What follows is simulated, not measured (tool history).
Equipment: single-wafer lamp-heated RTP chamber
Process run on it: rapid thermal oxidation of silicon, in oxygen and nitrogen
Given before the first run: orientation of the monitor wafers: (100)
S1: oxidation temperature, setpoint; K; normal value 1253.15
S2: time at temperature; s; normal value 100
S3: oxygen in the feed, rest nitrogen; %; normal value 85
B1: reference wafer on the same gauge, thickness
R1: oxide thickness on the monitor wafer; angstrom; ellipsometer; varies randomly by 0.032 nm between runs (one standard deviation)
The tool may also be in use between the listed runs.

| run | day | S1 | S2 | S3 | B1 | R1 |
|---|---|---|---|---|---|---|
| 1 | 0.000 | 1253.15 | 100 | 64 | 4.701 | 53.29 |
| 2 | 0.496 | 1253.15 | 100 | 64 | 4.695 | 53.02 |
| 3 | 1.021 | 1253.15 | 100 | 64 | 4.697 | 53.54 |
| 4 | 1.317 | 1264.15 | 100 | 85 | 4.696 | 64.40 |
| 5 | 1.954 | 1253.15 | 100 | 85 | 4.697 | 58.68 |
| 6 | 3.658 | 1253.15 | 79 | 85 | 4.708 | 53.16 |
| 7 | 4.367 | 1253.15 | 79 | 85 | 4.696 | 53.26 |
| 8 | 4.738 | 1246.15 | 100 | 85 | 4.693 | 56.20 |
|  | 5.400 | oxygen flow controller replaced |
| 9 | 5.483 | 1253.15 | 100 | 85 | 4.692 | 58.28 |
| 10 | 5.746 | 1253.15 | 100 | 85 | 4.700 | 58.42 |
| 11 | 6.458 | 1253.15 | 100 | 85 | 4.695 | 58.81 |
| 12 | 7.175 | 1253.15 | 100 | 85 | 4.700 | 59.12 |
| 13 | 8.729 | 1262.15 | 100 | 85 | 4.693 | 62.76 |
|  | 9.592 | pyrometer window cleaned and pyrometer calibrated |
| 14 | 9.612 | 1262.15 | 100 | 85 | 4.692 | 60.82 |
| 15 | 9.754 | 1253.15 | 100 | 85 | 4.695 | 57.23 |
| 16 | 10.392 | 1232.15 | 100 | 85 | 4.701 | 48.98 |
| 17 | 10.833 | 1253.15 | 100 | 56 | 4.695 | 50.26 |
| 18 | 11.238 | 1253.15 | 100 | 56 | 4.696 | 50.12 |
|  | 11.400 | gauge calibrated |
| 19 | 11.821 | 1253.15 | 100 | 85 | 4.696 | 58.01 |
| 20 | 12.271 | 1274.15 | 100 | 98 | 4.703 | 70.85 |
| 21 | 12.642 | 1253.15 | 100 | 85 | 4.695 | 58.31 |
| 22 | 13.833 | 1269.15 | 139 | 65 | 4.698 | 68.78 |
| 23 | 14.554 | 1279.15 | 100 | 85 | 4.702 | 71.55 |
| 24 | 15.142 | 1253.15 | 100 | 85 | 4.703 | 58.63 |
| 25 | 15.792 | 1236.15 | 53 | 57 | 4.699 | 34.74 |
| 26 | 16.300 | 1253.15 | 61 | 62 | 4.697 | 41.93 |
| 27 | 16.667 | 1275.15 | 142 | 85 | 4.701 | 80.48 |
| 28 | 16.954 | 1272.15 | 53 | 57 | 4.706 | 44.56 |
| 29 | 17.625 | 1253.15 | 100 | 77 | 4.701 | 55.86 |
| 30 | 18.246 | 1253.15 | 100 | 85 | 4.702 | 59.09 |
| 31 | 18.679 | 1268.15 | 125 | 98 | 4.701 | 76.68 |
| 32 | 19.342 | 1240.15 | 127 | 85 | 4.697 | 58.54 |
| 33 | 19.988 | 1253.15 | 100 | 85 | 4.700 | 58.53 |
| 34 | 20.729 | 1253.15 | 82 | 85 | 4.706 | 54.19 |
| 35 | 21.167 | 1253.15 | 100 | 85 | 4.701 | 58.62 |
| 36 | 21.496 | 1253.15 | 100 | 85 | 4.701 | 58.59 |
| 37 | 22.004 | 1253.15 | 69 | 98 | 4.707 | 52.59 |
| 38 | 22.317 | 1253.15 | 100 | 85 | 4.700 | 58.98 |

Hidden state, per run?
deviation of the oxygen flow from its setpoint, %: 0 in every run
gauge reads high (%): 0 in every run
H1: true wafer temperature minus pyrometer reading, K
| run | H1 |
|---|---|
| 1 | 2.95 |
| 2 | 2.98 |
| 3 | 3.01 |
| 4 | 3.02 |
| 5 | 3.05 |
| 6 | 3.12 |
| 7 | 3.15 |
| 8 | 3.16 |
| 9 | 3.18 |
| 10 | 3.19 |
| 11 | 3.21 |
| 12 | 3.23 |
| 13 | 3.26 |
| 14 | 0.4 |
| 15 | 0.459 |
| 16 | 0.711 |
| 17 | 0.874 |
| 18 | 1.02 |
| 19 | 1.21 |
| 20 | 1.35 |
| 21 | 1.46 |
| 22 | 1.77 |
| 23 | 1.94 |
| 24 | 2.07 |
| 25 | 2.2 |
| 26 | 2.3 |
| 27 | 2.36 |
| 28 | 2.41 |
| 29 | 2.52 |
| 30 | 2.61 |
| 31 | 2.67 |
| 32 | 2.76 |
| 33 | 2.84 |
| 34 | 2.92 |
| 35 | 2.96 |
| 36 | 3 |
| 37 | 3.04 |
| 38 | 3.07 |

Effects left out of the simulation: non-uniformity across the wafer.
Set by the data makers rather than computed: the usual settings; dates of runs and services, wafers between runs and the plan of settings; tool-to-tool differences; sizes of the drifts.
